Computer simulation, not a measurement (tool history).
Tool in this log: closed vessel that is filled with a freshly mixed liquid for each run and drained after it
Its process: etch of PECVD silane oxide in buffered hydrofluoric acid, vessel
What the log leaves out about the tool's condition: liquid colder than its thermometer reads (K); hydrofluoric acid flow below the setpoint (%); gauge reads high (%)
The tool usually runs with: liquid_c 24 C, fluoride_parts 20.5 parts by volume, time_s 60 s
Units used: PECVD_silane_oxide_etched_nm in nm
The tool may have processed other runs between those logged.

run,day,liquid_c,fluoride_parts,time_s,wafers since the last listed run,hours since the thermometer was replaced,hours since the hydrofluoric acid flow meter was replaced,hours since the gauge calibration,"read-back film thickness of the PECVD silane oxide reference wafer, read on the same gauge (nm)",PECVD_silane_oxide_etched_nm
1,0,24,20.5,60,0,1120.1,419.8,175.3,50.02,107.89
2,0.338,24,20.5,60,600,1128.2,427.9,183.4,49.98,108.59
3,1.05,27.5,14.5,60,1268,1145.3,445,200.5,50.01,181.29
4,1.421,27.5,14.5,60,660,1154.2,453.9,209.4,50,175.61
5,1.9,27.5,14.5,60,853,1165.7,465.4,220.9,50.02,178.35
6,2.379,28,20.5,60,853,1177.2,476.9,232.4,49.99,134.58
7,2.742,28,20.5,60,645,1185.9,485.6,241.1,49.99,134.01
8,3.021,24,20.5,80,497,1192.6,492.3,247.8,50,145.94
9,3.662,24,20.5,80,1142,1208,507.7,263.2,49.99,144.85
10,5.421,26,25.5,60,3130,1250.2,549.9,305.4,50,101.38
11,6.579,26,25.5,60,2062,1278,577.7,333.2,50.01,103.9
12,6.908,24,20.5,60,586,1285.9,585.6,341.1,50.02,106.14
13,7.542,24,20.5,60,1127,1301.1,600.8,356.3,49.99,105.9
14,7.925,24,20.5,60,682,1310.3,610,365.5,50.02,106.95
15,8.2,24,20.5,60,489,1316.9,616.6,372.1,50.03,106.09
16,8.704,24,20.5,30,897,1329,628.7,384.2,50,52.09
# day 9.371: thermometer replaced
17,9.821,24,20.5,60,1914,10.8,655.5,411,50.02,105.75
# day 10.429: gauge calibrated
18,10.488,24,20.5,75,1186,26.8,671.5,1.4,50,133.02
19,10.942,22,20.5,35,808,37.7,682.4,12.3,49.99,55.34
20,11.496,22.5,20.5,60,986,51,695.7,25.6,49.99,95.44
# day 11.642: hydrofluoric acid flow meter replaced
21,11.933,26.5,14.5,60,704,61.5,7,36.1,49.97,186.53
22,12.558,24,14,90,1112,76.5,22,51.1,50,253.02
23,13.392,26,25.5,60,1483,96.5,42,71.1,50.01,110.2
24,13.833,24,20.5,60,786,107.1,52.6,81.7,49.98,114.97
25,14.512,24,23.5,60,1209,123.4,68.9,98,50.01,104.41
26,15.188,24,13,35,1201,139.6,85.1,114.2,49.99,104.34
27,15.904,24,20.5,60,1276,156.8,102.3,131.4,50.02,116.13

Estimate the outcome of run 28 from the log above:
28,16.438,22.5,14.5,60,949,169.6,115.1,144.2,?,?

{"run 28": {"read-back film thickness of the PECVD silane oxide reference wafer, read on the same gauge (nm)": 50.01, "PECVD_silane_oxide_etched_nm": 145.86}}
Were there no unlogged condition in the tool, this run, its random variation unchanged, would have produced PECVD_silane_oxide_etched_nm 148.76 nm.
